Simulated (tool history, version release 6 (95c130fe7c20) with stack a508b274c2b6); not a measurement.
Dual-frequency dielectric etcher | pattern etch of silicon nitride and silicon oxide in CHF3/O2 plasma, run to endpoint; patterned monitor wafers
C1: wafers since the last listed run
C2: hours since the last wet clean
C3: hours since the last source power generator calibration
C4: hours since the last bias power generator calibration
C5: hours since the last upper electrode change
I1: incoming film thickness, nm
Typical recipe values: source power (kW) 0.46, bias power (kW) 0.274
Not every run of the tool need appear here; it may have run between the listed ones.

run 1 hour=0 | source_power_(kW)=0.46 bias_power_(kW)=0.274 | C1=0 C2=197 C3=1731.1 C4=1399.3 C5=172.1 | I1=309.7 | endpoint_time_(s)=184.3
run 2 hour=41.3 | source_power_(kW)=0.46 bias_power_(kW)=0.274 | C1=351 C2=238.3 C3=1772.4 C4=1440.6 C5=213.4 | I1=309.4 | endpoint_time_(s)=184.3
run 3 hour=142.1 | source_power_(kW)=0.46 bias_power_(kW)=0.274 | C1=857 C2=339.1 C3=1873.2 C4=1541.4 C5=314.2 | I1=309.2 | endpoint_time_(s)=183.9
run 4 hour=201.6 | source_power_(kW)=0.46 bias_power_(kW)=0.322 | C1=505 C2=398.6 C3=1932.7 C4=1600.9 C5=373.7 | I1=307.2 | endpoint_time_(s)=173.3
run 5 hour=287.7 | source_power_(kW)=0.46 bias_power_(kW)=0.322 | C1=732 C2=484.7 C3=2018.8 C4=1687 C5=459.8 | I1=308.9 | endpoint_time_(s)=175.6
-- hour=366 wet clean of the chamber
run 6 hour=369.7 | source_power_(kW)=0.46 bias_power_(kW)=0.322 | C1=493 C2=3.7 C3=2100.8 C4=1769 C5=541.8 | I1=309 | endpoint_time_(s)=172.8
run 7 hour=415.9 | source_power_(kW)=0.46 bias_power_(kW)=0.274 | C1=392 C2=49.9 C3=2147 C4=1815.2 C5=588 | I1=303.5 | endpoint_time_(s)=178.4
run 8 hour=484.4 | source_power_(kW)=0.46 bias_power_(kW)=0.274 | C1=582 C2=118.4 C3=2215.5 C4=1883.7 C5=656.5 | I1=307.5 | endpoint_time_(s)=181.7
run 9 hour=562.6 | source_power_(kW)=0.46 bias_power_(kW)=0.274 | C1=664 C2=196.6 C3=2293.7 C4=1961.9 C5=734.7 | I1=308.2 | endpoint_time_(s)=184.9
run 10 hour=734.6 | source_power_(kW)=0.46 bias_power_(kW)=0.274 | C1=1462 C2=368.6 C3=2465.7 C4=2133.9 C5=906.7 | I1=312.6 | endpoint_time_(s)=186.2
run 11 hour=834.9 | source_power_(kW)=0.46 bias_power_(kW)=0.274 | C1=852 C2=468.9 C3=2566 C4=2234.2 C5=1007 | I1=314 | endpoint_time_(s)=187.5
-- hour=894 wet clean of the chamber
run 12 hour=901.9 | source_power_(kW)=0.51 bias_power_(kW)=0.288 | C1=365 C2=7.9 C3=2633 C4=2301.2 C5=1074 | I1=307.6 | endpoint_time_(s)=170.5
run 13 hour=948.5 | source_power_(kW)=0.51 bias_power_(kW)=0.288 | C1=396 C2=54.5 C3=2679.6 C4=2347.8 C5=1120.6 | I1=306.5 | endpoint_time_(s)=168.3
run 14 hour=1033.9 | source_power_(kW)=0.46 bias_power_(kW)=0.274 | C1=726 C2=139.9 C3=2765 C4=2433.2 C5=1206 | I1=308.5 | endpoint_time_(s)=183.1
run 15 hour=1110.8 | source_power_(kW)=0.5 bias_power_(kW)=0.24 | C1=653 C2=216.8 C3=2841.9 C4=2510.1 C5=1282.9 | I1=309.6 | endpoint_time_(s)=183.7
run 16 hour=1149.6 | source_power_(kW)=0.39 bias_power_(kW)=0.334 | C1=329 C2=255.6 C3=2880.7 C4=2548.9 C5=1321.7 | I1=308.2 | endpoint_time_(s)=193.8
run 17 hour=1238.8 | source_power_(kW)=0.34 bias_power_(kW)=0.274 | C1=758 C2=344.8 C3=2969.9 C4=2638.1 C5=1410.9 | I1=309.4 | endpoint_time_(s)=228.7
run 18 hour=1306.3 | source_power_(kW)=0.4 bias_power_(kW)=0.274 | C1=574 C2=412.3 C3=3037.4 C4=2705.6 C5=1478.4 | I1=308.3 | endpoint_time_(s)=203.3
-- hour=1401.6 wet clean of the chamber
run 19 hour=1466 | source_power_(kW)=0.52 bias_power_(kW)=0.234 | C1=1153 C2=64.4 C3=3197.1 C4=2865.3 C5=1638.1 | I1=308.7 | endpoint_time_(s)=180.9
-- hour=1510.9 bias power generator calibrated
-- hour=1554.7 source power generator calibrated
run 20 hour=1567.8 | source_power_(kW)=0.46 bias_power_(kW)=0.321 | C1=797 C2=166.2 C3=13.1 C4=56.9 C5=1739.9 | I1=309.8 | endpoint_time_(s)=173.3
-- hour=1615.3 upper electrode replaced
run 21 hour=1666.8 | source_power_(kW)=0.46 bias_power_(kW)=0.274 | C1=637 C2=265.2 C3=112.1 C4=155.9 C5=51.5 | I1=313.9 | endpoint_time_(s)=185.2
run 22 hour=1769.1 | source_power_(kW)=0.49 bias_power_(kW)=0.304 | C1=869 C2=367.5 C3=214.4 C4=258.2 C5=153.8 | I1=310.5 | endpoint_time_(s)=172.6
run 23 hour=1822.5 | source_power_(kW)=0.46 bias_power_(kW)=0.274 | C1=454 C2=420.9 C3=267.8 C4=311.6 C5=207.2 | I1=308 | endpoint_time_(s)=183.8
run 24 hour=1873.6 | source_power_(kW)=0.5 bias_power_(kW)=0.31 | C1=434 C2=472 C3=318.9 C4=362.7 C5=258.3 | I1=310.6 | endpoint_time_(s)=171
-- hour=1968.9 wet clean of the chamber
run 25 hour=1969.4 | source_power_(kW)=0.46 bias_power_(kW)=0.274 | C1=610 C2=0.5 C3=414.7 C4=458.5 C5=354.1 | I1=308 | endpoint_time_(s)=181.6
run 26 hour=2016.8 | source_power_(kW)=0.55 bias_power_(kW)=0.227 | C1=403 C2=47.9 C3=462.1 C4=505.9 C5=401.5 | I1=307.2 | endpoint_time_(s)=172.5
run 27 hour=2334.1 | source_power_(kW)=0.35 bias_power_(kW)=0.315 | C1=2698 C2=365.2 C3=779.4 C4=823.2 C5=718.8 | I1=306.3 | endpoint_time_(s)=207.8
run 28 hour=2419.7 | source_power_(kW)=0.46 bias_power_(kW)=0.274 | C1=727 C2=450.8 C3=865 C4=908.8 C5=804.4 | I1=310.3 | endpoint_time_(s)=185.2
-- hour=2457.6 wet clean of the chamber
run 29 hour=2499.8 | source_power_(kW)=0.39 bias_power_(kW)=0.334 | C1=477 C2=42.2 C3=945.1 C4=988.9 C5=884.5 | I1=309.8 | endpoint_time_(s)=189

5 ways to go on from here, each from the tool as it stands after run 29. What would each give?
run A hour=2500.3 | source_power_(kW)=0.46 bias_power_(kW)=0.298 | C1=4 C2=42.7 C3=945.6 C4=989.4 C5=885 | I1=308 | endpoint_time_(s)=?
run B hour=2500.3 | source_power_(kW)=0.42 bias_power_(kW)=0.245 | C1=4 C2=42.7 C3=945.6 C4=989.4 C5=885 | I1=308 | endpoint_time_(s)=?
run C hour=2500.3 | source_power_(kW)=0.42 bias_power_(kW)=0.212 | C1=4 C2=42.7 C3=945.6 C4=989.4 C5=885 | I1=308 | endpoint_time_(s)=?
run D hour=2500.3 | source_power_(kW)=0.36 bias_power_(kW)=0.331 | C1=4 C2=42.7 C3=945.6 C4=989.4 C5=885 | I1=308 | endpoint_time_(s)=?
run E hour=2500.3 | source_power_(kW)=0.52 bias_power_(kW)=0.239 | C1=4 C2=42.7 C3=945.6 C4=989.4 C5=885 | I1=308 | endpoint_time_(s)=?

run=A endpoint_time_(s)=174.9
run=B endpoint_time_(s)=196.7
run=C endpoint_time_(s)=205.5
run=D endpoint_time_(s)=197.9
run=E endpoint_time_(s)=174.4
Had the tool no hidden state, the same runs would have come out as:
run=A endpoint_time_(s)=173.9
run=B endpoint_time_(s)=195.7
run=C endpoint_time_(s)=204.4
run=D endpoint_time_(s)=196.8
run=E endpoint_time_(s)=173.5

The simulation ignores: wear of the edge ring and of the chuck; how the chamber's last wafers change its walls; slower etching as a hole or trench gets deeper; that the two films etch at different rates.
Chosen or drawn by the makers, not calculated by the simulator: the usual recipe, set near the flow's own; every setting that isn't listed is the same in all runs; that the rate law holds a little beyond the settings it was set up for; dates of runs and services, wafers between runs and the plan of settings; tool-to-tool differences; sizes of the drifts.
